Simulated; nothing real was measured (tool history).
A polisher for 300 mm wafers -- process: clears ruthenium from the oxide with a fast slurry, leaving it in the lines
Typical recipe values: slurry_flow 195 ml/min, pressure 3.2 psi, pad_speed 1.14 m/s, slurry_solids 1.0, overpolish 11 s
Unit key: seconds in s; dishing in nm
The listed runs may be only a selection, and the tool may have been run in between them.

| run | hour | slurry_flow | pressure | pad_speed | slurry_solids | overpolish | wafers since the last listed run | wafers polished on this pad | hours since the slurry nozzle was cleaned | hours since the head pressure was calibrated | hours since the slurry blender was calibrated | incoming thickness of the incoming film, nm | seconds | dishing |
|---|---|---|---|---|---|---|---|---|---|---|---|---|---|---|
| 1 | 0.0 | 195 | 3.2 | 1.14 | 1.0 | 11 | 0 | 79 | 540.1 | 481.9 | 286.2 | 250.7 | 42.7 | 46.1 |
|  | 1.6 | slurry blender recalibrated |
| 2 | 16.4 | 195 | 4.1 | 1.14 | 1.0 | 11 | 78 | 158 | 556.5 | 498.3 | 14.8 | 249.8 | 32.6 | 56.0 |
| 3 | 28.8 | 195 | 4.1 | 1.14 | 1.0 | 11 | 65 | 223 | 568.9 | 510.7 | 27.2 | 244.5 | 32.9 | 55.2 |
| 4 | 44.7 | 195 | 3.2 | 1.14 | 1.0 | 11 | 84 | 308 | 584.8 | 526.6 | 43.1 | 250.8 | 42.9 | 45.8 |
| 5 | 51.0 | 195 | 3.2 | 1.14 | 1.0 | 11 | 33 | 341 | 591.1 | 532.9 | 49.4 | 244.5 | 41.7 | 45.5 |
| 6 | 66.7 | 195 | 3.2 | 1.14 | 1.0 | 11 | 83 | 424 | 606.8 | 548.6 | 65.1 | 252.9 | 45.6 | 44.8 |
| 7 | 79.1 | 195 | 3.2 | 1.14 | 1.0 | 11 | 65 | 490 | 619.2 | 561.0 | 77.5 | 252.1 | 44.7 | 43.9 |
| 8 | 92.9 | 195 | 3.2 | 1.14 | 1.0 | 11 | 73 | 563 | 633.0 | 574.8 | 91.3 | 250.8 | 45.4 | 45.5 |
| 9 | 105.7 | 195 | 3.2 | 1.14 | 1.0 | 11 | 67 | 630 | 645.8 | 587.6 | 104.1 | 248.4 | 44.7 | 42.9 |
| 10 | 120.9 | 195 | 3.2 | 1.14 | 1.0 | 11 | 80 | 711 | 661.0 | 602.8 | 119.3 | 247.2 | 46.7 | 41.9 |
| 11 | 135.9 | 195 | 3.2 | 1.14 | 1.0 | 11 | 79 | 790 | 676.0 | 617.8 | 134.3 | 251.5 | 48.9 | 41.9 |
| 12 | 146.3 | 195 | 3.2 | 1.14 | 1.0 | 11 | 55 | 845 | 686.4 | 628.2 | 144.7 | 251.0 | 49.8 | 41.4 |
|  | 154.1 | worn pad replaced by a new one |
| 13 | 154.6 | 195 | 3.2 | 1.14 | 1.0 | 11 | 22 | 2 | 694.7 | 636.5 | 153.0 | 252.9 | 42.2 | 47.2 |
| 14 | 160.9 | 140 | 3.2 | 1.14 | 1.0 | 11 | 33 | 35 | 701.0 | 642.8 | 159.3 | 252.4 | 44.1 | 44.3 |
|  | 172.1 | head pressure recalibrated |
| 15 | 192.1 | 195 | 3.2 | 1.14 | 0.8 | 11 | 154 | 190 | 732.2 | 20.0 | 190.5 | 250.4 | 48.0 | 42.5 |
| 16 | 213.8 | 245 | 3.2 | 1.48 | 1.2 | 8 | 114 | 305 | 753.9 | 41.7 | 212.2 | 246.0 | 27.3 | 48.7 |
| 17 | 222.1 | 255 | 3.7 | 1.14 | 0.9 | 17 | 43 | 349 | 762.2 | 50.0 | 220.5 | 249.9 | 37.5 | 68.7 |

Predict the results of run 18:
| 18 | 228.9 | 195 | 3.9 | 1.14 | 0.8 | 5 | 35 | 385 | 769.0 | 56.8 | 227.3 | 251.0 | ? | ? |

seconds: 39.5 s
dishing: 25.4 nm
Minus the tool's unlogged condition, the same run would have read seconds 38.3 s, dishing 26.1 nm.

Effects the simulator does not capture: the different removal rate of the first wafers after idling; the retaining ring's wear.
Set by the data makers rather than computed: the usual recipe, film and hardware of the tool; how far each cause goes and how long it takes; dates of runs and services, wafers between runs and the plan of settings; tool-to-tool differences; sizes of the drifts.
